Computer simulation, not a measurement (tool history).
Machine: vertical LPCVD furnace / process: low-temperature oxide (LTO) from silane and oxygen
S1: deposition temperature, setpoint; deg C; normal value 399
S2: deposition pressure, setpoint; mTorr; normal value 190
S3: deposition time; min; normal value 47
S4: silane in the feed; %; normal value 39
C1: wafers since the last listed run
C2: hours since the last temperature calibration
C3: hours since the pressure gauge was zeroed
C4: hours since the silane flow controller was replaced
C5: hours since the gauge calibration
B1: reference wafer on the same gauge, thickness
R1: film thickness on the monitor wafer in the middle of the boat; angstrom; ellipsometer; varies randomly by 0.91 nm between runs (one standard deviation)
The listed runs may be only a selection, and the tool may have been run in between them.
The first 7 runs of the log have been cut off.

run	hour	S1	S2	S3	S4	C1	C2	C3	C4	C5	B1	R1
8	438.4	399	190	55.5	39	2184	4581.8	370.8	7071.2	1143.3	327.64	4025.3
9	501.9	399	190	47	39	698	4645.3	434.3	7134.7	1206.8	328.17	3422.7
10	561.6	407	190	30.5	39	656	4705	494	7194.4	1266.5	328.73	2423
# hour 692.9: silane flow controller replaced
11	697.6	399	190	58	39	1231	4841	630	4.7	1402.5	329.44	4224.8
12	738.1	399	235	62	32	445	4881.5	670.5	45.2	1443	329.23	4300.7
13	798.9	399	190	47	39	668	4942.3	731.3	106	1503.8	329.89	3434.2
14	839.7	399	190	47	39	448	4983.1	772.1	146.8	1544.6	330.07	3449.5
15	1025.2	388	190	47	39	2039	5168.6	957.6	332.3	1730.1	331.29	3041.2
# hour 1049.5: thermocouples replaced and temperature profile calibrated
16	1063.6	399	225	36	42	158	14.1	996	370.7	1768.5	331.11	3415
17	1098.3	394	150	47	36	381	48.8	1030.7	405.4	1803.2	331.48	2310.1
18	1161.9	399	190	47	39	699	112.4	1094.3	469	1866.8	331.84	3463.8
# hour 1174.5: gauge calibrated
19	1225	399	190	47	39	693	175.5	1157.4	532.1	50.5	322.63	3353.8
20	1250.3	399	190	47	39	278	200.8	1182.7	557.4	75.8	322.73	3352.6
21	1284.4	394	175	31	42	374	234.9	1216.8	591.5	109.9	322.42	2101.9
22	1345.4	399	190	37	39	670	295.9	1277.8	652.5	170.9	323.33	2653.4
23	1406.2	387	150	39	39	668	356.7	1338.6	713.3	231.7	323.94	1921.9
24	1461.6	399	210	31	37	609	412.1	1394	768.7	287.1	324.03	2292.2
25	1504.2	399	165	56	47	468	454.7	1436.6	811.3	329.7	323.98	4275.2
26	1564.6	399	190	47	39	664	515.1	1497	871.7	390.1	324.37	3372.8
27	1617	395	220	53	42	576	567.5	1549.4	924.1	442.5	324.79	4611.4
28	1676.4	399	190	57	33	653	626.9	1608.8	983.5	501.9	325.05	3298.8
29	1747.6	399	190	47	42	782	698.1	1680	1054.7	573.1	325.5	3705.7
30	1808.5	399	190	47	39	669	759	1740.9	1115.6	634	325.71	3397.1

Here are 5 independent what-if runs from the current tool condition. What would each one return?
A	1813.5	399	190	47	39	54	764	1745.9	1120.6	639	?	?
B	1813.5	399	190	47	32	54	764	1745.9	1120.6	639	?	?
C	1813.5	399	160	52.5	39	54	764	1745.9	1120.6	639	?	?
D	1813.5	399	150	47	39	54	764	1745.9	1120.6	639	?	?
E	1813.5	399	205	47	46	54	764	1745.9	1120.6	639	?	?

run	B1	R1
A	326.18	3381.2
B	326.18	2600.7
C	326.18	3180.5
D	326.18	2669.4
E	326.18	4385
Stripped of hidden state, with their random variation kept, the same runs would have yielded:
run	R1
A	3330.6
B	2561.8
C	3133
D	2629.5
E	4319.5
